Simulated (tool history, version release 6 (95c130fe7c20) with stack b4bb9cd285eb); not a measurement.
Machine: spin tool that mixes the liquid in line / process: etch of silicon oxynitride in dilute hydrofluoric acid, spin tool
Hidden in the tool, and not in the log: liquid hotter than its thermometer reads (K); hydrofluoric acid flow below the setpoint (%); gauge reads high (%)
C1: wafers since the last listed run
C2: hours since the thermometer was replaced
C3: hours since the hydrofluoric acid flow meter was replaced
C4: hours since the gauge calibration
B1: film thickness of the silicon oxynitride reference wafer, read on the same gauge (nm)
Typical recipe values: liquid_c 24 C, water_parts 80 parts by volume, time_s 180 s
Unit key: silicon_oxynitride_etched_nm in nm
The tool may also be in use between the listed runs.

run 1 day=0 | liquid_c=24 water_parts=95 time_s=180 | C1=0 C2=1144.5 C3=1120.8 C4=102 | B1=99.986 | silicon_oxynitride_etched_nm=3.1
run 2 day=0.271 | liquid_c=24 water_parts=95 time_s=180 | C1=51 C2=1151 C3=1127.3 C4=108.5 | B1=99.965 | silicon_oxynitride_etched_nm=3.141
run 3 day=0.646 | liquid_c=24 water_parts=95 time_s=180 | C1=70 C2=1160 C3=1136.3 C4=117.5 | B1=100.021 | silicon_oxynitride_etched_nm=3.077
run 4 day=1.158 | liquid_c=24 water_parts=80 time_s=180 | C1=96 C2=1172.3 C3=1148.6 C4=129.8 | B1=100.02 | silicon_oxynitride_etched_nm=3.756
run 5 day=1.746 | liquid_c=24 water_parts=80 time_s=180 | C1=110 C2=1186.4 C3=1162.7 C4=143.9 | B1=100.057 | silicon_oxynitride_etched_nm=3.696
-- day=2.396 thermometer replaced
run 6 day=2.408 | liquid_c=24 water_parts=80 time_s=180 | C1=117 C2=0.3 C3=1178.6 C4=159.8 | B1=100 | silicon_oxynitride_etched_nm=3.756
-- day=2.679 gauge calibrated
run 7 day=2.729 | liquid_c=24 water_parts=80 time_s=180 | C1=60 C2=8 C3=1186.3 C4=1.2 | B1=100.02 | silicon_oxynitride_etched_nm=3.714
run 8 day=3.112 | liquid_c=24 water_parts=105 time_s=180 | C1=72 C2=17.2 C3=1195.5 C4=10.4 | B1=99.983 | silicon_oxynitride_etched_nm=2.749
run 9 day=3.533 | liquid_c=28.5 water_parts=115 time_s=275 | C1=79 C2=27.3 C3=1205.6 C4=20.5 | B1=100.026 | silicon_oxynitride_etched_nm=4.743
run 10 day=3.883 | liquid_c=20.5 water_parts=70 time_s=225 | C1=66 C2=35.7 C3=1214 C4=28.9 | B1=100.037 | silicon_oxynitride_etched_nm=4.569
run 11 day=4.358 | liquid_c=24 water_parts=60 time_s=180 | C1=89 C2=47.1 C3=1225.4 C4=40.3 | B1=99.996 | silicon_oxynitride_etched_nm=5.126
-- day=4.404 hydrofluoric acid flow meter replaced
run 12 day=4.858 | liquid_c=28.5 water_parts=110 time_s=85 | C1=86 C2=59.1 C3=10.9 C4=52.3 | B1=100.019 | silicon_oxynitride_etched_nm=1.552
run 13 day=6.133 | liquid_c=24 water_parts=80 time_s=180 | C1=240 C2=89.7 C3=41.5 C4=82.9 | B1=99.967 | silicon_oxynitride_etched_nm=3.735
run 14 day=6.746 | liquid_c=20.5 water_parts=115 time_s=245 | C1=115 C2=104.4 C3=56.2 C4=97.6 | B1=99.985 | silicon_oxynitride_etched_nm=2.904

Consider 5 possible next runs. They are alternatives, not a sequence: every one starts from the tool as it was left by run 14. What does each give?
run A day=6.767 | liquid_c=24 water_parts=80 time_s=180 | C1=3 C2=104.9 C3=56.7 C4=98.1 | B1=? | silicon_oxynitride_etched_nm=?
run B day=6.767 | liquid_c=25.5 water_parts=80 time_s=180 | C1=3 C2=104.9 C3=56.7 C4=98.1 | B1=? | silicon_oxynitride_etched_nm=?
run C day=6.767 | liquid_c=24 water_parts=45 time_s=285 | C1=3 C2=104.9 C3=56.7 C4=98.1 | B1=? | silicon_oxynitride_etched_nm=?
run D day=6.767 | liquid_c=26 water_parts=115 time_s=85 | C1=3 C2=104.9 C3=56.7 C4=98.1 | B1=? | silicon_oxynitride_etched_nm=?
run E day=6.767 | liquid_c=24 water_parts=45 time_s=70 | C1=3 C2=104.9 C3=56.7 C4=98.1 | B1=? | silicon_oxynitride_etched_nm=?

run=A B1=99.973 silicon_oxynitride_etched_nm=3.752
run=B B1=99.973 silicon_oxynitride_etched_nm=4.029
run=C B1=99.973 silicon_oxynitride_etched_nm=10.874
run=D B1=99.973 silicon_oxynitride_etched_nm=1.313
run=E B1=99.973 silicon_oxynitride_etched_nm=2.671
What these runs would have given with no unlogged condition in the tool:
run=A silicon_oxynitride_etched_nm=3.752
run=B silicon_oxynitride_etched_nm=4.029
run=C silicon_oxynitride_etched_nm=10.874
run=D silicon_oxynitride_etched_nm=1.313
run=E silicon_oxynitride_etched_nm=2.671
